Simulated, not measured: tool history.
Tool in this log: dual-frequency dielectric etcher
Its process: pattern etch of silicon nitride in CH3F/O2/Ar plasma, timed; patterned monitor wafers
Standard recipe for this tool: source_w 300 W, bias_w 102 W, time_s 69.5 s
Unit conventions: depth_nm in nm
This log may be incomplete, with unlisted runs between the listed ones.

run	hour	source_w	bias_w	time_s	read-back reference wafer on the same gauge, depth_nm	depth_nm
1	0.0	300	102	69.5	58.56	51.91
2	17.3	360	102	79.5	58.60	62.90
3	24.8	360	102	79.5	58.49	63.08
4	35.8	360	102	79.5	58.58	62.53
5	47.6	300	102	69.5	58.58	52.25
6	61.1	300	102	69.5	58.53	51.98
7	70.8	300	102	69.5	58.55	52.51
8	81.6	300	102	69.5	58.59	52.56
9	96.3	300	102	61.5	58.67	46.36
# hour 128.7: wet clean of the chamber
10	129.2	300	102	69.5	58.61	50.03
11	129.6	300	102	69.5	58.50	50.20
12	137.7	300	102	69.5	58.65	50.55
# hour 153.2: source power generator calibrated
13	155.4	300	102	69.5	58.59	50.60
# hour 162.0: bias power generator calibrated
14	169.1	300	102	69.5	58.63	50.45
# hour 214.4: upper electrode replaced
15	214.9	300	102	69.5	58.68	50.57
16	225.3	300	117	84.5	58.67	63.54
# hour 236.5: gauge calibrated
17	242.7	300	102	69.5	58.63	50.35
18	253.7	350	85	90.0	58.53	66.11
19	261.2	380	95	69.5	58.59	53.74
20	271.0	270	119	54.5	58.51	40.17
21	283.8	330	115	61.5	58.55	47.61
22	291.1	300	102	90.0	58.68	66.04
23	307.8	300	102	69.5	58.62	51.07
24	315.6	260	102	75.5	58.70	53.22
25	328.7	360	79	79.0	58.52	58.46
26	335.3	300	124	81.5	58.68	62.82
27	351.1	220	102	80.0	58.53	53.58
28	363.3	350	82	61.0	58.63	45.06
29	377.8	270	102	69.5	58.58	49.42

Consider 5 possible next runs. They are alternatives, not a sequence: every one starts from the tool as it was left by run 29. What does each give?
A	378.2	240	102	69.5	?	?
B	378.2	250	92	77.5	?	?
C	378.2	270	102	58.5	?	?
D	378.2	300	78	75.0	?	?
E	378.2	350	102	90.0	?	?

run	read-back reference wafer on the same gauge, depth_nm	depth_nm
A	58.66	47.84
B	58.66	52.78
C	58.66	41.70
D	58.66	52.18
E	58.66	69.46
What these runs would have given with no unlogged condition in the tool:
run	depth_nm
A	46.90
B	51.74
C	40.88
D	51.15
E	68.10
